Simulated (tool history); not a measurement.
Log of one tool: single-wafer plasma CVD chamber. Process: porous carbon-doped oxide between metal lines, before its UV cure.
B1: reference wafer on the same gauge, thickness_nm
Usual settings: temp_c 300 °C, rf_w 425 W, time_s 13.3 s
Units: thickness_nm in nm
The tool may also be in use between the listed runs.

{"run": 1, "hour": 0.0, "temp_c": 300, "rf_w": 425, "time_s": 13.3, "B1": 75.144, "thickness_nm": 69.526}
{"run": 2, "hour": 55.3, "temp_c": 300, "rf_w": 425, "time_s": 13.3, "B1": 75.239, "thickness_nm": 69.621}
{"run": 3, "hour": 123.8, "temp_c": 300, "rf_w": 425, "time_s": 13.3, "B1": 75.172, "thickness_nm": 69.398}
{"run": 4, "hour": 154.4, "temp_c": 294, "rf_w": 425, "time_s": 13.3, "B1": 74.975, "thickness_nm": 71.884}
{"run": 5, "hour": 221.3, "temp_c": 294, "rf_w": 425, "time_s": 13.3, "B1": 75.25, "thickness_nm": 72.173}
{"run": 6, "hour": 246.4, "temp_c": 300, "rf_w": 460, "time_s": 13.3, "B1": 74.981, "thickness_nm": 73.145}
{"hour": 270.2, "done": "RF generator calibrated"}
{"run": 7, "hour": 293.8, "temp_c": 292, "rf_w": 425, "time_s": 13.3, "B1": 75.088, "thickness_nm": 74.264}
{"hour": 306.3, "done": "showerhead replaced"}
{"run": 8, "hour": 357.2, "temp_c": 300, "rf_w": 375, "time_s": 13.3, "B1": 75.178, "thickness_nm": 65.579}
{"run": 9, "hour": 395.0, "temp_c": 300, "rf_w": 375, "time_s": 13.3, "B1": 75.07, "thickness_nm": 65.447}
{"run": 10, "hour": 424.5, "temp_c": 300, "rf_w": 425, "time_s": 13.3, "B1": 74.863, "thickness_nm": 69.959}
{"hour": 447.1, "done": "thermocouple changed; heater temperature recalibrated"}
{"run": 11, "hour": 464.2, "temp_c": 287, "rf_w": 425, "time_s": 13.3, "B1": 75.197, "thickness_nm": 73.264}
{"hour": 507.7, "done": "gauge calibrated"}
{"run": 12, "hour": 518.4, "temp_c": 290, "rf_w": 450, "time_s": 11.9, "B1": 75.203, "thickness_nm": 67.582}
{"run": 13, "hour": 577.9, "temp_c": 306, "rf_w": 425, "time_s": 15.0, "B1": 75.036, "thickness_nm": 73.074}
{"run": 14, "hour": 637.6, "temp_c": 300, "rf_w": 425, "time_s": 13.3, "B1": 74.921, "thickness_nm": 67.686}
{"run": 15, "hour": 670.0, "temp_c": 308, "rf_w": 425, "time_s": 14.0, "B1": 75.028, "thickness_nm": 68.201}
{"run": 16, "hour": 703.1, "temp_c": 300, "rf_w": 360, "time_s": 13.3, "B1": 75.064, "thickness_nm": 61.996}
{"run": 17, "hour": 772.1, "temp_c": 312, "rf_w": 390, "time_s": 14.2, "B1": 75.144, "thickness_nm": 64.271}
{"run": 18, "hour": 804.8, "temp_c": 312, "rf_w": 425, "time_s": 13.3, "B1": 75.219, "thickness_nm": 63.395}

The same runs without the tool's hidden state, with the same run-to-run variation:
The hidden state here: wafer temperature above the value expected at the setpoint (K); delivered RF power above the setpoint (%); gauge reads high (%).
run=1 thickness_nm=68.040
run=2 thickness_nm=68.014
run=3 thickness_nm=67.649
run=4 thickness_nm=69.945
run=5 thickness_nm=70.070
run=6 thickness_nm=71.024
run=7 thickness_nm=71.884
run=8 thickness_nm=63.452
run=9 thickness_nm=63.249
run=10 thickness_nm=67.545
run=11 thickness_nm=73.774
run=12 thickness_nm=67.925
run=13 thickness_nm=73.276
run=14 thickness_nm=67.754
run=15 thickness_nm=68.202
run=16 thickness_nm=61.932
run=17 thickness_nm=64.086
run=18 thickness_nm=63.153
